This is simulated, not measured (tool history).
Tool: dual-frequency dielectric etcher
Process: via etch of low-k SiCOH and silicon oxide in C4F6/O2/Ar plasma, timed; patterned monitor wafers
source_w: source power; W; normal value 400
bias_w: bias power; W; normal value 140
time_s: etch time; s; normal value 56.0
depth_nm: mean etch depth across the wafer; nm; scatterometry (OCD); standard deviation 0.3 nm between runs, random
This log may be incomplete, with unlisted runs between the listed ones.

run,hour,source_w,bias_w,time_s,wafers since the last listed run,hours since the last wet clean,hours since the last source power generator calibration,hours since the last bias power generator calibration,hours since the last upper electrode change,hours since the gauge calibration,"read-back reference wafer on the same gauge, depth_nm",depth_nm
1,0.0,400,140,56.0,0,330.8,954.0,368.5,1418.5,875.7,150.9,129.1
# hour 114.5: wet clean of the chamber
2,115.0,400,140,56.0,1107,0.5,1069.0,483.5,1533.5,990.7,151.0,126.9
3,245.1,400,140,56.0,1582,130.6,1199.1,613.6,1663.6,1120.8,151.1,128.1
4,281.9,400,140,56.0,447,167.4,1235.9,650.4,1700.4,1157.6,151.1,128.1
5,322.0,400,140,56.0,487,207.5,1276.0,690.5,1740.5,1197.7,150.9,128.9
6,404.8,400,140,56.0,1007,290.3,1358.8,773.3,1823.3,1280.5,151.0,129.6
7,467.9,400,140,56.0,767,353.4,1421.9,836.4,1886.4,1343.6,151.1,129.2
8,544.8,400,140,56.0,935,430.3,1498.8,913.3,1963.3,1420.5,151.1,130.1
# hour 582.1: wet clean of the chamber
9,585.1,400,140,56.0,198,3.0,1539.1,953.6,2003.6,1460.8,151.0,126.7
10,658.2,400,140,56.0,889,76.1,1612.2,1026.7,2076.7,1533.9,151.0,127.1
11,725.8,400,140,56.0,822,143.7,1679.8,1094.3,2144.3,1601.5,151.1,127.2
# hour 746.7: source power generator calibrated
12,770.3,400,167,56.0,492,188.2,23.6,1138.8,2188.8,1646.0,151.0,133.0
13,828.2,400,167,56.0,704,246.1,81.5,1196.7,2246.7,1703.9,151.0,133.5
14,871.4,440,151,67.5,525,289.3,124.7,1239.9,2289.9,1747.1,151.0,162.6
15,942.2,400,140,56.0,861,360.1,195.5,1310.7,2360.7,1817.9,151.0,128.6
# hour 990.8: wet clean of the chamber
16,1002.8,400,140,56.0,445,12.0,256.1,1371.3,2421.3,1878.5,150.9,126.6
# hour 1067.0: upper electrode replaced
# hour 1084.1: gauge calibrated
17,1101.4,360,108,44.0,907,110.6,354.7,1469.9,34.4,17.3,151.1,92.2
18,1192.6,360,140,71.5,1109,201.8,445.9,1561.1,125.6,108.5,151.0,159.0
19,1291.1,400,140,65.5,1198,300.3,544.4,1659.6,224.1,207.0,150.9,150.4
20,1397.3,330,170,48.0,1292,406.5,650.6,1765.8,330.3,313.2,151.0,109.8
# hour 1436.2: wet clean of the chamber
21,1456.0,300,140,51.5,422,19.8,709.3,1824.5,389.0,371.9,150.9,108.1
# hour 1473.7: bias power generator calibrated
22,1557.8,440,151,67.5,1189,121.6,811.1,84.1,490.8,473.7,151.0,161.6
23,1650.4,350,127,64.0,1126,214.2,903.7,176.7,583.4,566.3,151.0,138.6
24,1723.6,340,125,66.5,890,287.4,976.9,249.9,656.6,639.5,151.0,142.7
# hour 1821.5: wet clean of the chamber
25,1822.0,490,156,45.0,905,0.5,1075.3,348.3,755.0,737.9,151.1,111.2
26,1871.4,460,121,69.5,601,49.9,1124.7,397.7,804.4,787.3,150.9,159.5
27,1925.4,370,151,40.5,656,103.9,1178.7,451.7,858.4,841.3,151.1,92.0
28,1965.2,360,140,56.0,484,143.7,1218.5,491.5,898.2,881.1,151.0,124.5

Describe how what the log doesn't record of the tool's condition differs between the last listed run preceding each entry between runs and the first listed run following it.
Between runs 1 and 2: wet clean of the chamber (hour 114.5)
  etch rate over this chamber's usual, %: 1.76 -> 0.219
  what was measured, less what the result would be without the hidden state, depth_nm: +2.2 -> +0.3 nm
Between runs 8 and 9: wet clean of the chamber (hour 582.1)
  etch rate over this chamber's usual, %: 2.34 -> -0.226
  what was measured, less what the result would be without the hidden state, depth_nm: +3.0 -> -0.3 nm
Between runs 11 and 12: source power generator calibrated (hour 746.7)
  etch rate over this chamber's usual, %: 0.467 -> 0.686
  what was measured, less what the result would be without the hidden state, depth_nm: +0.6 -> +0.9 nm
Between runs 15 and 16: wet clean of the chamber (hour 990.8)
  etch rate over this chamber's usual, %: 1.53 -> -0.112
  what was measured, less what the result would be without the hidden state, depth_nm: +1.9 -> -0.1 nm
Between runs 16 and 17: upper electrode replaced (hour 1067.0); gauge calibrated (hour 1084.1)
  etch rate over this chamber's usual, %: -0.112 -> 0.374
  what was measured, less what the result would be without the hidden state, depth_nm: -0.1 -> +0.3 nm
Between runs 20 and 21: wet clean of the chamber (hour 1436.2)
  etch rate over this chamber's usual, %: 1.83 -> 0.415
  what was measured, less what the result would be without the hidden state, depth_nm: +2.0 -> +0.4 nm
Between runs 21 and 22: bias power generator calibrated (hour 1473.7)
  etch rate over this chamber's usual, %: 0.415 -> 0.916
  what was measured, less what the result would be without the hidden state, depth_nm: +0.4 -> +1.5 nm
Between runs 24 and 25: wet clean of the chamber (hour 1821.5)
  etch rate over this chamber's usual, %: 1.73 -> 0.145
  what was measured, less what the result would be without the hidden state, depth_nm: +2.4 -> +0.2 nm

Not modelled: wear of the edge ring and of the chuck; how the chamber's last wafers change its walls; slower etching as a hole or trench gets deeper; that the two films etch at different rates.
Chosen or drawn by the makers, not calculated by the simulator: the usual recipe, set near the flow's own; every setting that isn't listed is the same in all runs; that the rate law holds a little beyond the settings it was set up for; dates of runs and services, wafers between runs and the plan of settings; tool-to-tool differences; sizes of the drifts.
